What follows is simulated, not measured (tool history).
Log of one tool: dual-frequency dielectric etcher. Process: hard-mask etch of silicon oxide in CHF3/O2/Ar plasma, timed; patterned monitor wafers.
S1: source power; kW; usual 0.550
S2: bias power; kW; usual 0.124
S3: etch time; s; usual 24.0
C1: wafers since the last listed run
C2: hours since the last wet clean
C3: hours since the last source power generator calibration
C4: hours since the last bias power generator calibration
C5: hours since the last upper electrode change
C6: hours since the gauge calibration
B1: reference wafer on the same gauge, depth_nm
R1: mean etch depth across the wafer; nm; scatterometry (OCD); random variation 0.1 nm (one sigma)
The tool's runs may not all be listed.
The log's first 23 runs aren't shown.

{"hour": 785.8, "done": "wet clean of the chamber"}
{"run": 24, "hour": 786.3, "S1": 0.66, "S2": 0.124, "S3": 24.0, "C1": 150, "C2": 0.5, "C3": 589.8, "C4": 625.0, "C5": 667.4, "C6": 138.6, "B1": 46.56, "R1": 42.17}
{"run": 25, "hour": 801.1, "S1": 0.59, "S2": 0.147, "S3": 29.0, "C1": 160, "C2": 15.3, "C3": 604.6, "C4": 639.8, "C5": 682.2, "C6": 153.4, "B1": 46.62, "R1": 51.36}
{"run": 26, "hour": 826.9, "S1": 0.55, "S2": 0.094, "S3": 24.0, "C1": 279, "C2": 41.1, "C3": 630.4, "C4": 665.6, "C5": 708.0, "C6": 179.2, "B1": 46.58, "R1": 36.05}
{"run": 27, "hour": 840.6, "S1": 0.63, "S2": 0.124, "S3": 24.0, "C1": 148, "C2": 54.8, "C3": 644.1, "C4": 679.3, "C5": 721.7, "C6": 192.9, "B1": 46.57, "R1": 41.43}
{"run": 28, "hour": 876.5, "S1": 0.64, "S2": 0.102, "S3": 26.0, "C1": 389, "C2": 90.7, "C3": 680.0, "C4": 715.2, "C5": 757.6, "C6": 228.8, "B1": 46.58, "R1": 42.51}
{"run": 29, "hour": 900.6, "S1": 0.46, "S2": 0.151, "S3": 26.5, "C1": 261, "C2": 114.8, "C3": 704.1, "C4": 739.3, "C5": 781.7, "C6": 252.9, "B1": 46.6, "R1": 42.41}
{"run": 30, "hour": 950.7, "S1": 0.55, "S2": 0.124, "S3": 24.0, "C1": 542, "C2": 164.9, "C3": 754.2, "C4": 789.4, "C5": 831.8, "C6": 303.0, "B1": 46.59, "R1": 38.64}
{"run": 31, "hour": 971.7, "S1": 0.49, "S2": 0.112, "S3": 18.5, "C1": 227, "C2": 185.9, "C3": 775.2, "C4": 810.4, "C5": 852.8, "C6": 324.0, "B1": 46.61, "R1": 27.51}

3 ways to go on from here, each from the tool as it stands after run 31. What would each give?
{"run": "A", "hour": 972.1, "S1": 0.55, "S2": 0.104, "S3": 24.0, "C1": 4, "C2": 186.3, "C3": 775.6, "C4": 810.8, "C5": 853.2, "C6": 324.4, "B1": "?", "R1": "?"}
{"run": "B", "hour": 972.1, "S1": 0.64, "S2": 0.104, "S3": 24.0, "C1": 4, "C2": 186.3, "C3": 775.6, "C4": 810.8, "C5": 853.2, "C6": 324.4, "B1": "?", "R1": "?"}
{"run": "C", "hour": 972.1, "S1": 0.5, "S2": 0.114, "S3": 19.5, "C1": 4, "C2": 186.3, "C3": 775.6, "C4": 810.8, "C5": 853.2, "C6": 324.4, "B1": "?", "R1": "?"}

run=A B1=46.59 R1=36.67
run=B B1=46.59 R1=38.98
run=C B1=46.59 R1=29.45
Without the tool's hidden state the same runs would have given:
run=A R1=37.23
run=B R1=39.56
run=C R1=29.89

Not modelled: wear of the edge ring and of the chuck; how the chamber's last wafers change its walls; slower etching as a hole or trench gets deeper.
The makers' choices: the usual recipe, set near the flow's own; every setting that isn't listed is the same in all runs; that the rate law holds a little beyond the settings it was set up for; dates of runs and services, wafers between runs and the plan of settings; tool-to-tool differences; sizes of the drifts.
